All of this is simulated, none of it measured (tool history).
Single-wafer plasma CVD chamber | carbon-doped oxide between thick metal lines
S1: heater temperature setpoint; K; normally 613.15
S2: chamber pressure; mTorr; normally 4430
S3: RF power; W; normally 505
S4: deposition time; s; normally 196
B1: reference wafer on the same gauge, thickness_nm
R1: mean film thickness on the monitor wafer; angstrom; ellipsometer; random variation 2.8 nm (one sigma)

run,hour,S1,S2,S3,S4,B1,R1
1,0.0,613.15,4430,505,196,1088.203,9151.95
2,39.0,613.15,4430,505,196,1087.907,9094.61
3,78.6,613.15,4430,505,196,1087.155,9162.60
# hour 235.9: gauge calibrated
4,243.6,613.15,4430,505,196,1088.343,9135.32
5,301.6,613.15,4430,505,196,1086.645,9181.66
# hour 362.1: showerhead replaced
6,362.6,607.15,4150,505,196,1088.256,9226.53
7,397.6,607.15,4150,505,196,1088.503,9269.93
8,459.0,607.15,4150,505,196,1087.689,9295.52
# hour 483.8: capacitance manometer re-zeroed and calibrated
9,513.8,613.15,4430,505,196,1088.471,9143.75
10,559.8,613.15,4740,505,196,1088.970,9203.80
11,599.6,613.15,4430,505,196,1087.285,9121.38
12,653.8,613.15,5330,570,235,1087.013,12014.91
13,717.2,613.15,4430,585,196,1087.422,9967.40
14,748.6,613.15,4430,505,196,1089.186,9173.35

Expected results for the next run?
# hour 792.6: RF generator calibrated
# hour 804.8: thermocouple changed; heater temperature recalibrated
15,809.6,613.15,3440,505,196,?,?

{"run 15": {"B1": 1087.688, "R1": 8976.8}}
Were there no unlogged condition in the tool, this run, its random variation unchanged, would have produced R1 8976.80 angstrom.
